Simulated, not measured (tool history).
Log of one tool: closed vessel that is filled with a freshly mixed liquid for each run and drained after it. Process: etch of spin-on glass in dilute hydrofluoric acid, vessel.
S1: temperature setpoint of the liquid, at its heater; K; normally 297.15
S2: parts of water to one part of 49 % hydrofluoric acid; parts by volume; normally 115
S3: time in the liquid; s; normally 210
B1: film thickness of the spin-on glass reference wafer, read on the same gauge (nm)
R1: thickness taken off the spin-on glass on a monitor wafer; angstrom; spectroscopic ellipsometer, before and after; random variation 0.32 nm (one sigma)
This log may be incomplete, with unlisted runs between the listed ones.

{"run": 1, "hour": 0.0, "S1": 297.15, "S2": 145, "S3": 210, "B1": 29.97, "R1": 365.7}
{"run": 2, "hour": 13.7, "S1": 297.15, "S2": 115, "S3": 210, "B1": 30.06, "R1": 467.8}
{"run": 3, "hour": 30.9, "S1": 297.15, "S2": 115, "S3": 210, "B1": 29.95, "R1": 471.1}
{"run": 4, "hour": 39.5, "S1": 297.15, "S2": 115, "S3": 210, "B1": 30.0, "R1": 473.8}
{"run": 5, "hour": 52.2, "S1": 297.15, "S2": 115, "S3": 210, "B1": 30.02, "R1": 471.6}
{"run": 6, "hour": 65.3, "S1": 297.15, "S2": 115, "S3": 210, "B1": 30.01, "R1": 471.1}
{"run": 7, "hour": 72.0, "S1": 298.15, "S2": 115, "S3": 210, "B1": 29.98, "R1": 489.6}
{"run": 8, "hour": 85.3, "S1": 298.15, "S2": 115, "S3": 210, "B1": 30.03, "R1": 487.6}
{"run": 9, "hour": 98.6, "S1": 297.15, "S2": 115, "S3": 165, "B1": 30.01, "R1": 371.9}
{"run": 10, "hour": 106.9, "S1": 297.15, "S2": 165, "S3": 255, "B1": 30.01, "R1": 380.4}
{"run": 11, "hour": 127.7, "S1": 297.15, "S2": 115, "S3": 315, "B1": 30.06, "R1": 710.5}
{"run": 12, "hour": 135.9, "S1": 300.15, "S2": 80, "S3": 160, "B1": 30.01, "R1": 607.9}
{"run": 13, "hour": 147.1, "S1": 301.15, "S2": 170, "S3": 150, "B1": 30.05, "R1": 249.0}
{"run": 14, "hour": 162.4, "S1": 300.15, "S2": 60, "S3": 290, "B1": 29.97, "R1": 1510.1}
{"run": 15, "hour": 198.0, "S1": 295.15, "S2": 115, "S3": 210, "B1": 29.99, "R1": 435.1}
{"run": 16, "hour": 208.3, "S1": 297.15, "S2": 115, "S3": 255, "B1": 29.98, "R1": 568.5}
{"run": 17, "hour": 215.7, "S1": 295.65, "S2": 170, "S3": 140, "B1": 29.96, "R1": 188.1}
{"run": 18, "hour": 223.4, "S1": 301.15, "S2": 70, "S3": 95, "B1": 29.99, "R1": 432.6}
{"run": 19, "hour": 241.3, "S1": 295.15, "S2": 140, "S3": 290, "B1": 30.0, "R1": 479.8}
{"run": 20, "hour": 271.9, "S1": 300.15, "S2": 60, "S3": 290, "B1": 29.99, "R1": 1630.0}
{"run": 21, "hour": 285.1, "S1": 297.15, "S2": 145, "S3": 130, "B1": 29.95, "R1": 243.7}
{"run": 22, "hour": 294.5, "S1": 297.15, "S2": 115, "S3": 210, "B1": 30.0, "R1": 512.3}
{"run": 23, "hour": 301.1, "S1": 300.15, "S2": 145, "S3": 260, "B1": 29.97, "R1": 543.1}
{"run": 24, "hour": 307.3, "S1": 297.15, "S2": 55, "S3": 305, "B1": 29.99, "R1": 1671.0}
{"run": 25, "hour": 322.2, "S1": 301.65, "S2": 115, "S3": 210, "B1": 30.0, "R1": 607.6}
{"run": 26, "hour": 329.5, "S1": 297.15, "S2": 170, "S3": 210, "B1": 29.97, "R1": 322.9}
{"run": 27, "hour": 335.9, "S1": 297.15, "S2": 115, "S3": 210, "B1": 30.0, "R1": 518.5}
{"run": 28, "hour": 389.5, "S1": 301.65, "S2": 85, "S3": 310, "B1": 30.03, "R1": 1266.6}
{"run": 29, "hour": 401.3, "S1": 297.15, "S2": 115, "S3": 125, "B1": 29.96, "R1": 306.0}
{"run": 30, "hour": 418.5, "S1": 297.15, "S2": 115, "S3": 210, "B1": 30.02, "R1": 517.5}
{"run": 31, "hour": 425.3, "S1": 300.15, "S2": 175, "S3": 175, "B1": 30.0, "R1": 293.6}
{"run": 32, "hour": 432.3, "S1": 297.15, "S2": 135, "S3": 330, "B1": 29.98, "R1": 663.2}
{"run": 33, "hour": 443.5, "S1": 294.15, "S2": 60, "S3": 150, "B1": 30.0, "R1": 661.3}
{"run": 34, "hour": 450.9, "S1": 300.15, "S2": 150, "S3": 260, "B1": 30.03, "R1": 527.4}

Withheld: 3 entries from between the runs. Position of each, and hidden state at the listed run before versus the listed run after:
Runs 2 to 3: gauge calibrated (hour 15.8)
  liquid colder than its thermometer reads (K): 2.07 -> 2.08
  measured minus no-state result, R1: -39.9 -> -40.4 angstrom
Runs 14 to 15: hydrofluoric acid flow meter replaced (hour 192.5)
  liquid colder than its thermometer reads (K): 2.2 -> 2.24
  measured minus no-state result, R1: -139.6 -> -41.2 angstrom
Runs 19 to 20: thermometer replaced (hour 249.8)
  liquid colder than its thermometer reads (K): 2.28 -> 0.133
  measured minus no-state result, R1: -45.5 -> -8.5 angstrom

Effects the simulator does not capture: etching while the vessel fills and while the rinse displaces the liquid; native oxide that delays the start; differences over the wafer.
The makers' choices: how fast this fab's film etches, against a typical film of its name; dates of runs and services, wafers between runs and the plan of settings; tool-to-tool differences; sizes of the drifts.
